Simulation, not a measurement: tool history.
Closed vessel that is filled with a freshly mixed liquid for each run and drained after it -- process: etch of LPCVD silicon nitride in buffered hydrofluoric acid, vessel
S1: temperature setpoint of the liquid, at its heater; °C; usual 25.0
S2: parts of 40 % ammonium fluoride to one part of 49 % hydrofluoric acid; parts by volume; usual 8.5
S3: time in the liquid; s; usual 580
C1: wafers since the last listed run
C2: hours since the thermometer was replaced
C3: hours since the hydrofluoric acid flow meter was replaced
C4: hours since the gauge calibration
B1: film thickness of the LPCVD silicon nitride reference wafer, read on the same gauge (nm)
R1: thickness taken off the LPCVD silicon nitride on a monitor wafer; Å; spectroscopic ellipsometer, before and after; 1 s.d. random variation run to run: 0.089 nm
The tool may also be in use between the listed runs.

{"run": 1, "hour": 0.0, "S1": 25.0, "S2": 8.5, "S3": 580, "C1": 0, "C2": 621.6, "C3": 1319.5, "C4": 2860.1, "B1": 130.02, "R1": 110.5}
{"run": 2, "hour": 49.3, "S1": 25.0, "S2": 8.5, "S3": 580, "C1": 4699, "C2": 670.9, "C3": 1368.8, "C4": 2909.4, "B1": 130.02, "R1": 109.9}
{"run": 3, "hour": 155.2, "S1": 25.0, "S2": 8.5, "S3": 580, "C1": 10094, "C2": 776.8, "C3": 1474.7, "C4": 3015.3, "B1": 130.02, "R1": 111.3}
{"run": 4, "hour": 246.5, "S1": 25.0, "S2": 8.5, "S3": 580, "C1": 8702, "C2": 868.1, "C3": 1566.0, "C4": 3106.6, "B1": 129.99, "R1": 111.4}
{"run": 5, "hour": 310.7, "S1": 25.0, "S2": 8.5, "S3": 580, "C1": 6119, "C2": 932.3, "C3": 1630.2, "C4": 3170.8, "B1": 129.99, "R1": 110.8}
{"run": 6, "hour": 415.1, "S1": 25.0, "S2": 8.5, "S3": 580, "C1": 9951, "C2": 1036.7, "C3": 1734.6, "C4": 3275.2, "B1": 130.02, "R1": 111.5}
{"run": 7, "hour": 487.9, "S1": 25.0, "S2": 8.5, "S3": 580, "C1": 6939, "C2": 1109.5, "C3": 1807.4, "C4": 3348.0, "B1": 130.0, "R1": 109.6}
{"run": 8, "hour": 560.1, "S1": 23.5, "S2": 8.5, "S3": 580, "C1": 6882, "C2": 1181.7, "C3": 1879.6, "C4": 3420.2, "B1": 129.97, "R1": 102.6}
{"run": 9, "hour": 658.3, "S1": 23.5, "S2": 8.5, "S3": 580, "C1": 9360, "C2": 1279.9, "C3": 1977.8, "C4": 3518.4, "B1": 130.0, "R1": 103.8}
{"run": 10, "hour": 710.9, "S1": 23.5, "S2": 8.5, "S3": 580, "C1": 5013, "C2": 1332.5, "C3": 2030.4, "C4": 3571.0, "B1": 130.0, "R1": 101.9}
{"run": 11, "hour": 760.4, "S1": 25.0, "S2": 8.5, "S3": 580, "C1": 4718, "C2": 1382.0, "C3": 2079.9, "C4": 3620.5, "B1": 130.01, "R1": 111.3}
{"run": 12, "hour": 857.3, "S1": 29.0, "S2": 12.0, "S3": 445, "C1": 9236, "C2": 1478.9, "C3": 2176.8, "C4": 3717.4, "B1": 129.97, "R1": 78.1}
{"hour": 884.9, "done": "thermometer replaced"}
{"hour": 890.3, "done": "hydrofluoric acid flow meter replaced"}
{"run": 13, "hour": 915.6, "S1": 26.5, "S2": 5.0, "S3": 580, "C1": 5366, "C2": 30.7, "C3": 25.3, "C4": 3775.7, "B1": 129.99, "R1": 197.6}
{"run": 14, "hour": 954.3, "S1": 25.0, "S2": 8.5, "S3": 580, "C1": 3688, "C2": 69.4, "C3": 64.0, "C4": 3814.4, "B1": 129.99, "R1": 111.9}
{"hour": 963.9, "done": "gauge calibrated"}
{"run": 15, "hour": 993.3, "S1": 27.5, "S2": 6.5, "S3": 245, "C1": 3717, "C2": 108.4, "C3": 103.0, "C4": 29.4, "B1": 130.04, "R1": 70.0}
{"run": 16, "hour": 1044.1, "S1": 28.0, "S2": 10.5, "S3": 740, "C1": 4842, "C2": 159.2, "C3": 153.8, "C4": 80.2, "B1": 130.0, "R1": 139.5}
{"run": 17, "hour": 1101.7, "S1": 25.0, "S2": 8.5, "S3": 330, "C1": 5490, "C2": 216.8, "C3": 211.4, "C4": 137.8, "B1": 130.04, "R1": 62.6}
{"run": 18, "hour": 1166.9, "S1": 23.5, "S2": 12.0, "S3": 700, "C1": 6214, "C2": 282.0, "C3": 276.6, "C4": 203.0, "B1": 129.97, "R1": 91.1}
{"run": 19, "hour": 1212.9, "S1": 23.5, "S2": 9.5, "S3": 710, "C1": 4384, "C2": 328.0, "C3": 322.6, "C4": 249.0, "B1": 129.99, "R1": 114.2}
{"run": 20, "hour": 1262.9, "S1": 25.0, "S2": 10.0, "S3": 580, "C1": 4765, "C2": 378.0, "C3": 372.6, "C4": 299.0, "B1": 130.02, "R1": 98.7}
{"run": 21, "hour": 1436.1, "S1": 26.5, "S2": 8.5, "S3": 740, "C1": 16509, "C2": 551.2, "C3": 545.8, "C4": 472.2, "B1": 129.99, "R1": 154.7}
{"run": 22, "hour": 1600.9, "S1": 25.0, "S2": 9.5, "S3": 825, "C1": 15708, "C2": 716.0, "C3": 710.6, "C4": 637.0, "B1": 129.96, "R1": 143.5}
{"run": 23, "hour": 1678.1, "S1": 25.0, "S2": 8.5, "S3": 265, "C1": 7358, "C2": 793.2, "C3": 787.8, "C4": 714.2, "B1": 130.04, "R1": 50.7}
{"run": 24, "hour": 1743.5, "S1": 25.0, "S2": 6.0, "S3": 580, "C1": 6233, "C2": 858.6, "C3": 853.2, "C4": 779.6, "B1": 130.02, "R1": 159.5}
{"run": 25, "hour": 1828.6, "S1": 25.0, "S2": 8.5, "S3": 730, "C1": 8111, "C2": 943.7, "C3": 938.3, "C4": 864.7, "B1": 129.96, "R1": 141.1}
{"run": 26, "hour": 1919.0, "S1": 25.0, "S2": 8.5, "S3": 580, "C1": 8616, "C2": 1034.1, "C3": 1028.7, "C4": 955.1, "B1": 129.99, "R1": 109.7}
{"run": 27, "hour": 2003.8, "S1": 22.5, "S2": 10.5, "S3": 725, "C1": 8083, "C2": 1118.9, "C3": 1113.5, "C4": 1039.9, "B1": 130.05, "R1": 100.1}
{"hour": 2102.5, "done": "thermometer replaced"}
{"run": 28, "hour": 2124.1, "S1": 25.0, "S2": 8.5, "S3": 305, "C1": 11371, "C2": 21.6, "C3": 1233.8, "C4": 1160.2, "B1": 129.99, "R1": 58.5}
{"run": 29, "hour": 2185.3, "S1": 25.0, "S2": 8.5, "S3": 580, "C1": 5833, "C2": 82.8, "C3": 1295.0, "C4": 1221.4, "B1": 129.98, "R1": 111.9}
{"run": 30, "hour": 2254.5, "S1": 25.0, "S2": 8.5, "S3": 580, "C1": 6596, "C2": 152.0, "C3": 1364.2, "C4": 1290.6, "B1": 130.02, "R1": 109.2}
{"run": 31, "hour": 2342.2, "S1": 25.0, "S2": 8.5, "S3": 695, "C1": 8359, "C2": 239.7, "C3": 1451.9, "C4": 1378.3, "B1": 130.01, "R1": 131.1}

The tool's hidden state at each run:
liquid colder than its thermometer reads (K): 0 at every run
hydrofluoric acid flow below the setpoint (%): 0 at every run
gauge reads high (%): 0 at every run

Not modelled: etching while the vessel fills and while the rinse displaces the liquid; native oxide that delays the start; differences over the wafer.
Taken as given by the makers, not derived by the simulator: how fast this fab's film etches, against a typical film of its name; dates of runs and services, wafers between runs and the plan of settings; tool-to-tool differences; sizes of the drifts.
